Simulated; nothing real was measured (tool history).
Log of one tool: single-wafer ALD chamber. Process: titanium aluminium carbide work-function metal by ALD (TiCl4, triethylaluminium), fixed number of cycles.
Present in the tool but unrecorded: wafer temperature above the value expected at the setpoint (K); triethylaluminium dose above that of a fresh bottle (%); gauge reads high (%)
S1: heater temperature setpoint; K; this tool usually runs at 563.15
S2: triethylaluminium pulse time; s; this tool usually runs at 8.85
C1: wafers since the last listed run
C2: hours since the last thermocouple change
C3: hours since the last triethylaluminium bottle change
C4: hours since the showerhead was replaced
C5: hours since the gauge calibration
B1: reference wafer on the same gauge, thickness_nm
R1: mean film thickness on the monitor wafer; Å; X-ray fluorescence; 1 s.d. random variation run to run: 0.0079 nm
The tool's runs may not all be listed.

run	hour	S1	S2	C1	C2	C3	C4	C5	B1	R1
1	0	563.15	8.85	0	256.7	1221.9	2642.6	3308.2	2.361	20.03
2	61.2	563.15	7.68	808	317.9	1283.1	2703.8	3369.4	2.36	19.51
# hour 132.9: gauge calibrated
3	234.2	563.15	8.85	2286	490.9	1456.1	2876.8	101.3	2.362	20.04
4	284	563.15	8.85	658	540.7	1505.9	2926.6	151.1	2.359	20.2
# hour 330.9: triethylaluminium bottle replaced
5	339.5	563.15	8.85	627	596.2	8.6	2982.1	206.6	2.364	20.16
6	425.3	563.15	8.85	1133	682	94.4	3067.9	292.4	2.361	20.12
7	472	563.15	8.85	617	728.7	141.1	3114.6	339.1	2.36	20.22
8	547.6	563.15	8.85	999	804.3	216.7	3190.2	414.7	2.362	20.22
9	611.8	563.15	8.85	848	868.5	280.9	3254.4	478.9	2.361	20.12
10	695	563.15	8.85	1099	951.7	364.1	3337.6	562.1	2.363	20.33
11	750.8	563.15	8.85	737	1007.5	419.9	3393.4	617.9	2.358	20.31
12	854.2	572.15	8.85	1366	1110.9	523.3	3496.8	721.3	2.359	21.14
13	961.2	563.15	8.85	1414	1217.9	630.3	3603.8	828.3	2.36	20.28
14	1004.2	563.15	8.85	568	1260.9	673.3	3646.8	871.3	2.362	20.28
15	1079.3	563.15	7.68	992	1336	748.4	3721.9	946.4	2.36	19.76
# hour 1154.3: showerhead replaced
16	1161	551.15	6.54	974	1417.7	830.1	6.7	1028.1	2.358	17.85
17	1218.3	563.15	11.03	757	1475	887.4	64	1085.4	2.362	20.78
18	1304.7	563.15	5.45	1141	1561.4	973.8	150.4	1171.8	2.358	18.01
19	1389.9	556.15	11.9	1125	1646.6	1059	235.6	1257	2.363	20.37
20	1444.5	552.15	11.16	721	1701.2	1113.6	290.2	1311.6	2.358	19.78
21	1547.8	563.15	7.68	1365	1804.5	1216.9	393.5	1414.9	2.36	19.83
22	1587.2	563.15	7.47	520	1843.9	1256.3	432.9	1454.3	2.358	19.72
23	1634.4	563.15	11.24	623	1891.1	1303.5	480.1	1501.5	2.359	20.89
# hour 1713.9: thermocouple changed; heater temperature recalibrated
24	1728.2	551.15	10.67	1133	14.3	1397.3	573.9	1595.3	2.362	19.02
25	1822.3	578.15	8.85	1243	108.4	1491.4	668	1689.4	2.358	21.27
26	1891	563.15	12.31	907	177.1	1560.1	736.7	1758.1	2.359	20.48
27	1952.2	563.15	8.85	808	238.3	1621.3	797.9	1819.3	2.358	20.07
# hour 1987.7: triethylaluminium bottle replaced
28	2043.9	563.15	8.85	1106	330	56.2	889.6	1911	2.361	19.92
29	2080.5	549.15	11.72	483	366.6	92.8	926.2	1947.6	2.364	19.02
30	2400	570.15	5.67	4222	686.1	412.3	1245.7	2267.1	2.363	18.62
31	2450	559.15	11.69	660	736.1	462.3	1295.7	2317.1	2.36	20.4
32	2534.6	563.15	8.85	1118	820.7	546.9	1380.3	2401.7	2.357	20
33	2597.4	555.15	11.74	829	883.5	609.7	1443.1	2464.5	2.36	19.93
34	2678.1	563.15	8.85	1066	964.2	690.4	1523.8	2545.2	2.36	20.01

Alternative continuations, all from the tool just after run 34; predict every row:
A	2678.5	563.15	8.85	5	964.6	690.8	1524.2	2545.6	?	?
B	2678.5	555.15	10.99	5	964.6	690.8	1524.2	2545.6	?	?
C	2678.5	556.15	8.85	5	964.6	690.8	1524.2	2545.6	?	?

run	B1	R1
A	2.364	20.11
B	2.364	19.83
C	2.364	19.42
Without the tool's unlogged condition, the same runs would have read:
run	R1
A	19.64
B	19.35
C	18.95
